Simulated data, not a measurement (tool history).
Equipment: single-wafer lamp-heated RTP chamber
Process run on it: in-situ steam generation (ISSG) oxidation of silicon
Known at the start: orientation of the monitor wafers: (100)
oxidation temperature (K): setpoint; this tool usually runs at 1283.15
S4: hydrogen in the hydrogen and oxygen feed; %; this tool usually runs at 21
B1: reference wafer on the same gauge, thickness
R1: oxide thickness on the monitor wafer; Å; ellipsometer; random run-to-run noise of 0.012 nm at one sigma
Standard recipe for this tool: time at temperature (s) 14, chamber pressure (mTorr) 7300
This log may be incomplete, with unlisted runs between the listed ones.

run 1 day=0 | oxidation_temperature_(K)=1283.15 time_at_temperature_(s)=14 chamber_pressure_(mTorr)=7300 S4=21 | B1=4.295 | R1=49.34
run 2 day=0.496 | oxidation_temperature_(K)=1283.15 time_at_temperature_(s)=14 chamber_pressure_(mTorr)=7300 S4=21 | B1=4.29 | R1=49.3
run 3 day=0.908 | oxidation_temperature_(K)=1277.15 time_at_temperature_(s)=14 chamber_pressure_(mTorr)=7300 S4=21 | B1=4.286 | R1=48.22
run 4 day=1.192 | oxidation_temperature_(K)=1277.15 time_at_temperature_(s)=14 chamber_pressure_(mTorr)=7300 S4=21 | B1=4.29 | R1=48.46
run 5 day=1.704 | oxidation_temperature_(K)=1277.15 time_at_temperature_(s)=14 chamber_pressure_(mTorr)=7300 S4=21 | B1=4.288 | R1=48.36
run 6 day=2.125 | oxidation_temperature_(K)=1283.15 time_at_temperature_(s)=14 chamber_pressure_(mTorr)=8500 S4=21 | B1=4.288 | R1=49.53
run 7 day=2.479 | oxidation_temperature_(K)=1283.15 time_at_temperature_(s)=14 chamber_pressure_(mTorr)=7300 S4=21 | B1=4.288 | R1=49.69
-- day=2.921 gauge calibrated
run 8 day=3.133 | oxidation_temperature_(K)=1283.15 time_at_temperature_(s)=14 chamber_pressure_(mTorr)=7300 S4=21 | B1=4.291 | R1=49.37
run 9 day=3.658 | oxidation_temperature_(K)=1283.15 time_at_temperature_(s)=14 chamber_pressure_(mTorr)=7300 S4=21 | B1=4.286 | R1=49.72
run 10 day=4.171 | oxidation_temperature_(K)=1283.15 time_at_temperature_(s)=14 chamber_pressure_(mTorr)=7300 S4=21 | B1=4.294 | R1=49.72
run 11 day=4.779 | oxidation_temperature_(K)=1283.15 time_at_temperature_(s)=14 chamber_pressure_(mTorr)=7300 S4=21 | B1=4.293 | R1=49.66
run 12 day=5.433 | oxidation_temperature_(K)=1283.15 time_at_temperature_(s)=14 chamber_pressure_(mTorr)=7300 S4=21 | B1=4.292 | R1=49.8
run 13 day=5.879 | oxidation_temperature_(K)=1283.15 time_at_temperature_(s)=14 chamber_pressure_(mTorr)=7300 S4=21 | B1=4.288 | R1=49.67
run 14 day=6.25 | oxidation_temperature_(K)=1283.15 time_at_temperature_(s)=14 chamber_pressure_(mTorr)=7300 S4=21 | B1=4.29 | R1=49.92
run 15 day=6.604 | oxidation_temperature_(K)=1283.15 time_at_temperature_(s)=14 chamber_pressure_(mTorr)=6900 S4=29 | B1=4.293 | R1=54.01
run 16 day=7.012 | oxidation_temperature_(K)=1283.15 time_at_temperature_(s)=14 chamber_pressure_(mTorr)=7300 S4=21 | B1=4.286 | R1=49.71
-- day=7.483 pyrometer window cleaned and pyrometer calibrated
-- day=7.5 pressure gauge zeroed
run 17 day=7.521 | oxidation_temperature_(K)=1274.15 time_at_temperature_(s)=14 chamber_pressure_(mTorr)=7300 S4=24 | B1=4.289 | R1=47.48
run 18 day=7.921 | oxidation_temperature_(K)=1275.15 time_at_temperature_(s)=11 chamber_pressure_(mTorr)=8600 S4=24 | B1=4.293 | R1=42.85
run 19 day=8.462 | oxidation_temperature_(K)=1283.15 time_at_temperature_(s)=14 chamber_pressure_(mTorr)=6900 S4=21 | B1=4.286 | R1=47.44
run 20 day=8.883 | oxidation_temperature_(K)=1283.15 time_at_temperature_(s)=9 chamber_pressure_(mTorr)=7300 S4=21 | B1=4.29 | R1=39.23
run 21 day=9.188 | oxidation_temperature_(K)=1283.15 time_at_temperature_(s)=14 chamber_pressure_(mTorr)=7300 S4=21 | B1=4.298 | R1=47.52
run 22 day=9.792 | oxidation_temperature_(K)=1274.15 time_at_temperature_(s)=10 chamber_pressure_(mTorr)=7300 S4=14 | B1=4.287 | R1=35.84
run 23 day=10.167 | oxidation_temperature_(K)=1275.15 time_at_temperature_(s)=11 chamber_pressure_(mTorr)=8600 S4=24 | B1=4.289 | R1=43.14
run 24 day=10.438 | oxidation_temperature_(K)=1283.15 time_at_temperature_(s)=14 chamber_pressure_(mTorr)=6900 S4=29 | B1=4.291 | R1=52.2
run 25 day=10.8 | oxidation_temperature_(K)=1283.15 time_at_temperature_(s)=16 chamber_pressure_(mTorr)=7300 S4=21 | B1=4.282 | R1=50.85
run 26 day=11.329 | oxidation_temperature_(K)=1276.15 time_at_temperature_(s)=9 chamber_pressure_(mTorr)=7300 S4=17 | B1=4.288 | R1=36.15
-- day=11.904 gauge calibrated
-- day=12.179 hydrogen flow controller replaced
run 27 day=12.2 | oxidation_temperature_(K)=1293.15 time_at_temperature_(s)=14 chamber_pressure_(mTorr)=6900 S4=14 | B1=4.29 | R1=44.87
run 28 day=12.212 | oxidation_temperature_(K)=1270.15 time_at_temperature_(s)=17 chamber_pressure_(mTorr)=8000 S4=29 | B1=4.288 | R1=53.71
run 29 day=13.421 | oxidation_temperature_(K)=1283.15 time_at_temperature_(s)=15 chamber_pressure_(mTorr)=7300 S4=14 | B1=4.293 | R1=44.67
run 30 day=15.3 | oxidation_temperature_(K)=1283.15 time_at_temperature_(s)=19 chamber_pressure_(mTorr)=7300 S4=11 | B1=4.284 | R1=47.56
run 31 day=16.012 | oxidation_temperature_(K)=1295.15 time_at_temperature_(s)=14 chamber_pressure_(mTorr)=7300 S4=21 | B1=4.292 | R1=50.41

Selected run-to-run steps in R1, each split into two signed amounts: the part the tool would show with no hidden state at all (from settings, incoming material and random variation), and the remainder, which goes to the hidden state together with any gauge scatter not common to the measured and the hidden-state-free results:
Hidden state present: true wafer temperature minus pyrometer reading, K; true pressure minus gauge reading, Torr; deviation of the hydrogen flow from its setpoint, %; gauge reads high (%).
Run 14 -> 15: chamber pressure (mTorr) 7300 -> 6900, S4 21 -> 29. R1 +4.09 Å: hidden state +0.2, all else +3.89.
Run 15 -> 16: chamber pressure (mTorr) 6900 -> 7300, S4 29 -> 21. R1 -4.3 Å: hidden state -0.18, all else -4.12.
Run 16 -> 17: oxidation temperature (K) 1283.15 -> 1274.15, S4 21 -> 24, pyrometer window cleaned and pyrometer calibrated, pressure gauge zeroed. R1 -2.23 Å: hidden state -2.16, all else -0.07.
Run 21 -> 22: oxidation temperature (K) 1283.15 -> 1274.15, time at temperature (s) 14 -> 10, S4 21 -> 14. R1 -11.68 Å: hidden state -0.05, all else -11.63.
Run 23 -> 24: oxidation temperature (K) 1275.15 -> 1283.15, time at temperature (s) 11 -> 14, chamber pressure (mTorr) 8600 -> 6900, S4 24 -> 29. R1 +9.06 Å: hidden state +0.09, all else +8.97.
Run 25 -> 26: oxidation temperature (K) 1283.15 -> 1276.15, time at temperature (s) 16 -> 9, S4 21 -> 17. R1 -14.7 Å: hidden state -0.11, all else -14.59.
